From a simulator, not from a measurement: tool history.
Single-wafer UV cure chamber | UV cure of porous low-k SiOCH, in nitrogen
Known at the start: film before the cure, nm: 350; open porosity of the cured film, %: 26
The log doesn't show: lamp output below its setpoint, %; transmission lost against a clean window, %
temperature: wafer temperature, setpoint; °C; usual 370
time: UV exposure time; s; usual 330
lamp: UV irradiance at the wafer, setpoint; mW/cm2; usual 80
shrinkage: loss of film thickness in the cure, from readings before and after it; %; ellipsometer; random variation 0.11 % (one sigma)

| run | day | temperature | time | lamp | wafers since the last listed run | hours since the UV bulbs were replaced | wafers since the quartz window was cleaned | shrinkage |
|---|---|---|---|---|---|---|---|---|
| 1 | 0.000 | 370 | 330 | 80 | 0 | 1291.4 | 2637 | 13.413 |
| 2 | 0.429 | 370 | 285 | 111 | 38 | 1301.7 | 2676 | 14.447 |
| 3 | 1.108 | 370 | 285 | 111 | 61 | 1318.0 | 2737 | 14.287 |
| 4 | 1.462 | 370 | 330 | 80 | 31 | 1326.5 | 2769 | 13.498 |
| 5 | 1.767 | 370 | 330 | 80 | 27 | 1333.8 | 2796 | 13.418 |
| 6 | 2.442 | 370 | 330 | 80 | 60 | 1350.0 | 2857 | 13.479 |
| 7 | 2.958 | 370 | 330 | 80 | 46 | 1362.4 | 2903 | 13.527 |
| 8 | 3.308 | 370 | 330 | 80 | 31 | 1370.8 | 2935 | 13.501 |
| 9 | 3.662 | 370 | 330 | 80 | 31 | 1379.3 | 2967 | 13.255 |
| 10 | 4.179 | 370 | 430 | 80 | 46 | 1391.7 | 3013 | 14.803 |
| 11 | 4.871 | 386 | 135 | 40 | 62 | 1408.3 | 3075 | 6.262 |
| 12 | 5.242 | 370 | 330 | 80 | 33 | 1417.2 | 3109 | 13.556 |
|  | 5.838 | UV bulbs replaced |
| 13 | 5.858 | 370 | 415 | 80 | 25 | 0.5 | 3134 | 14.360 |
| 14 | 6.379 | 370 | 330 | 91 | 46 | 13.0 | 3181 | 14.047 |
|  | 7.125 | quartz window cleaned |
| 15 | 7.146 | 370 | 330 | 111 | 38 | 31.4 | 1 | 15.033 |
| 16 | 7.850 | 386 | 135 | 40 | 63 | 48.3 | 65 | 6.352 |
| 17 | 8.221 | 382 | 205 | 64 | 33 | 57.2 | 98 | 10.232 |
| 18 | 8.492 | 370 | 330 | 53 | 24 | 63.7 | 122 | 11.492 |
| 19 | 9.204 | 370 | 150 | 61 | 64 | 80.8 | 187 | 8.331 |
| 20 | 9.675 | 376 | 485 | 106 | 42 | 92.1 | 229 | 17.076 |
| 21 | 9.929 | 370 | 190 | 80 | 22 | 98.2 | 252 | 10.789 |

How the hidden state differs across the entries between the runs, from the last listed run before each to the first after it:
Between runs 12 and 13: UV bulbs replaced (day 5.838)
  no hidden state differs between the two runs
Between runs 14 and 15: quartz window cleaned (day 7.125)
  no hidden state differs between the two runs
